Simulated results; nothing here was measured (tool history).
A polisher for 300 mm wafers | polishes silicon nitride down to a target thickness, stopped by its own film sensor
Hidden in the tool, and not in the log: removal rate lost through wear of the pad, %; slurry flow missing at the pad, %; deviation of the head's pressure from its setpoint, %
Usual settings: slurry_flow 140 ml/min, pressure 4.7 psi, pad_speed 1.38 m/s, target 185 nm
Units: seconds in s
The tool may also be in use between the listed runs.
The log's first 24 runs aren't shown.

run    hour  slurry_flow  pressure  pad_speed  target  wafers since the last listed run  wafers polished on this pad  hours since the slurry nozzle was cleaned  hours since the head pressure was calibrated  incoming thickness of the incoming film, nm  seconds
 25  1268.8          140       4.7       1.38     185                               399                         1801                                      627.3                                         399.6                                        463.6    109.0
 26  1326.4          185       6.2       1.38     243                               742                         2544                                      684.9                                         457.2                                        473.1     69.2
     1369.9  -- slurry nozzle cleaned
 27  1396.1          185       6.2       1.38     243                               886                         3430                                       26.2                                         526.9                                        467.2     67.3
 28  1464.5          140       5.2       1.38     152                               882                         4312                                       94.6                                         595.3                                        464.2    115.8
 29  1509.1          140       5.5       1.22     185                               575                         4887                                      139.2                                         639.9                                        474.0    109.0
     1527.5  -- worn pad replaced by a new one
 30  1580.5          185       4.0       1.38     120                               869                          683                                      210.6                                         711.3                                        470.7    146.5
     1584.0  -- head pressure recalibrated
 31  1649.0          140       4.7       1.38     185                               857                         1541                                      279.1                                          65.0                                        478.2    124.5
 32  1690.4          140       4.7       1.38     185                               533                         2075                                      320.5                                         106.4                                        474.0    120.3
 33  1750.1          170       3.8       1.38     257                               770                         2845                                      380.2                                         166.1                                        459.8     95.5
 34  1776.7          110       4.7       1.38     128                               343                         3188                                      406.8                                         192.7                                        471.2    152.8
 35  1837.0          110       4.3       1.06     109                               777                         3966                                      467.1                                         253.0                                        466.4    204.6

3 ways to go on from here, each from the tool as it stands after run 35. What would each give?
  A  1837.5          140       4.7       1.38     185                                 6                         3972                                      467.6                                         253.5                                        466.7        ?
  B  1837.5          165       4.7       1.38     185                                 6                         3972                                      467.6                                         253.5                                        466.7        ?
  C  1837.5          140       5.6       1.38     242                                 6                         3972                                      467.6                                         253.5                                        466.7        ?

run  seconds
  A    116.2
  B    112.7
  C     80.9
Without the tool's hidden state the same runs would have given:
run  seconds
  A    122.9
  B    119.2
  C     85.6
